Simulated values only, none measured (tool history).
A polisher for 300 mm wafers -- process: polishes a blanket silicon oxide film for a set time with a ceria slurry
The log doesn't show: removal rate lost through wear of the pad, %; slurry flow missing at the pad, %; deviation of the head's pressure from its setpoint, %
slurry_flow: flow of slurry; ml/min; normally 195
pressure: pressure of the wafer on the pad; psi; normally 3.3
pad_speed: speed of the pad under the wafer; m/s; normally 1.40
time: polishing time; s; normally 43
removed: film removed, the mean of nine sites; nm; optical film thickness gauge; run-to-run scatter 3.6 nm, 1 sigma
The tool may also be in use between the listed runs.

| run | day | slurry_flow | pressure | pad_speed | time | wafers since the last listed run | wafers polished on this pad | hours since the slurry nozzle was cleaned | hours since the head pressure was calibrated | incoming thickness of the incoming film, nm | removed |
|---|---|---|---|---|---|---|---|---|---|---|---|
| 1 | 0.000 | 160 | 3.3 | 1.40 | 43 | 0 | 116 | 416.8 | 876.9 | 789.8 | 256.9 |
| 2 | 0.821 | 160 | 3.3 | 1.40 | 43 | 240 | 357 | 436.5 | 896.6 | 772.4 | 259.9 |
| 3 | 1.325 | 195 | 3.3 | 1.40 | 43 | 147 | 505 | 448.6 | 908.7 | 781.7 | 264.4 |
| 4 | 2.233 | 195 | 3.3 | 1.40 | 43 | 266 | 771 | 470.4 | 930.5 | 775.3 | 273.5 |
| 5 | 3.221 | 195 | 3.3 | 1.40 | 43 | 289 | 1061 | 494.1 | 954.2 | 773.9 | 276.6 |
| 6 | 4.129 | 195 | 3.3 | 1.40 | 43 | 266 | 1327 | 515.9 | 976.0 | 785.0 | 267.4 |
| 7 | 5.667 | 195 | 3.3 | 1.40 | 43 | 451 | 1778 | 552.8 | 1012.9 | 792.2 | 277.0 |
|  | 6.100 | worn pad replaced by a new one |
| 8 | 6.767 | 245 | 3.3 | 1.40 | 43 | 273 | 195 | 579.2 | 1039.3 | 796.6 | 282.8 |
| 9 | 7.571 | 245 | 3.3 | 1.40 | 43 | 235 | 431 | 598.5 | 1058.6 | 778.0 | 279.9 |
| 10 | 8.575 | 245 | 3.3 | 1.40 | 43 | 294 | 725 | 622.6 | 1082.7 | 772.6 | 287.3 |
|  | 9.346 | slurry nozzle cleaned |
| 11 | 9.367 | 195 | 3.3 | 1.40 | 36 | 220 | 945 | 0.5 | 1101.7 | 768.8 | 223.8 |
| 12 | 10.338 | 245 | 3.3 | 1.40 | 43 | 284 | 1230 | 23.8 | 1125.0 | 776.3 | 284.4 |
|  | 11.371 | worn pad replaced by a new one |
| 13 | 11.392 | 265 | 2.5 | 1.58 | 54 | 260 | 6 | 49.1 | 1150.3 | 790.1 | 322.9 |

Predict the results of run 14:
| 14 | 12.567 | 235 | 4.3 | 1.10 | 43 | 344 | 351 | 77.3 | 1178.5 | 769.5 | ? |

{"run 14": {"removed": 283.6}}
Take away the tool's hidden state, keep the run-to-run variation as it was, and the same run would have given removed 266.7 nm.
